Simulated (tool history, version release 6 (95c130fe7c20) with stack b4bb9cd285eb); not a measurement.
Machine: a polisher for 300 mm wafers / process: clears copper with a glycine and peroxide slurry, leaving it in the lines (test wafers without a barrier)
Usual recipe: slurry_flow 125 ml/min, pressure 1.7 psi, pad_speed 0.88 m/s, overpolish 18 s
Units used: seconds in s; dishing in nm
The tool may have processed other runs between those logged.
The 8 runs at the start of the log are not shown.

run,day,slurry_flow,pressure,pad_speed,overpolish,wafers since the last listed run,wafers polished on this pad,hours since the slurry nozzle was cleaned,hours since the head pressure was calibrated,"incoming thickness of the incoming film, nm",seconds,dishing
9,23.938,125,1.7,0.88,18,428,3825,244.3,456.2,412.4,144.1,37.2
10,28.012,125,1.7,1.06,18,801,4627,342.1,554.0,424.3,135.6,40.6
11,31.738,145,1.7,0.88,18,732,5359,431.5,643.4,414.3,147.6,36.2
# day 33.775: worn pad replaced by a new one
12,35.929,155,2.2,0.88,22,791,423,532.1,744.0,420.5,110.3,55.8
13,37.500,135,2.1,0.74,18,308,732,569.8,781.7,411.2,125.7,41.8
# day 38.621: head pressure recalibrated
14,40.683,125,2.0,0.88,22,609,1342,646.2,49.5,414.0,122.3,50.4
15,44.850,110,1.4,0.88,8,819,2161,746.2,149.5,410.4,159.6,16.3
# day 46.225: slurry nozzle cleaned
16,48.225,85,1.9,0.88,18,655,2817,48.0,230.5,414.8,135.6,39.4
17,50.996,90,2.0,0.68,18,544,3362,114.5,297.0,421.9,156.9,35.4
18,53.696,140,1.7,0.88,18,530,3893,179.3,361.8,408.8,142.9,38.1
19,55.562,160,1.7,1.04,25,367,4260,224.1,406.6,409.1,122.2,53.3
20,60.021,110,1.1,0.96,18,876,5137,331.1,513.6,413.8,192.1,28.5
21,63.542,90,2.0,0.68,18,692,5829,415.6,598.1,416.3,168.2,32.8
22,66.733,125,1.7,0.88,18,627,6457,492.2,674.7,418.0,164.0,33.8
# day 67.317: worn pad replaced by a new one
23,69.858,110,1.7,0.88,18,581,500,567.2,749.7,420.8,144.7,38.2
# day 72.704: head pressure recalibrated
24,74.083,125,2.2,0.60,18,814,1314,668.6,33.1,409.6,144.3,38.4
# day 75.550: slurry nozzle cleaned
25,78.312,160,1.7,0.88,18,823,2138,66.3,134.6,408.2,132.9,39.5
26,79.883,140,1.4,0.88,18,308,2447,104.0,172.3,415.6,157.9,34.5
27,83.067,125,1.7,1.00,18,626,3073,180.4,248.7,409.7,130.7,39.9
28,84.833,125,1.7,0.88,18,347,3420,222.8,291.1,416.1,146.3,38.0
29,89.796,140,1.7,0.98,18,975,4396,341.9,410.2,418.1,136.6,39.0
30,93.075,125,1.7,0.88,18,644,5041,420.6,488.9,419.0,155.4,35.2
# day 98.812: worn pad replaced by a new one
# day 101.283: head pressure recalibrated
31,102.004,125,1.7,0.88,18,1706,611,634.9,17.3,416.3,138.0,38.5
32,106.179,110,1.3,0.64,24,821,1432,735.1,117.5,416.8,197.3,36.7
# day 107.512: slurry nozzle cleaned
33,109.042,135,1.2,0.60,18,554,1986,36.7,186.2,410.2,207.0,27.6

Forecast each of these 5 alternatives for the next run:
A,109.062,125,1.7,0.72,18,4,1990,37.2,186.7,411.6,?,?
B,109.062,85,1.7,0.88,18,4,1990,37.2,186.7,411.6,?,?
C,109.062,110,2.0,0.88,18,4,1990,37.2,186.7,411.6,?,?
D,109.062,95,1.2,0.88,28,4,1990,37.2,186.7,411.6,?,?
E,109.062,145,1.5,1.06,21,4,1990,37.2,186.7,411.6,?,?

run,seconds,dishing
A,156.1,34.6
B,148.8,35.9
C,126.3,41.5
D,184.8,42.9
E,133.2,44.4
With no hidden state in the tool, these same runs would have given:
run,seconds,dishing
A,153.0,35.2
B,145.9,36.5
C,123.8,42.2
D,181.2,43.5
E,130.5,45.1
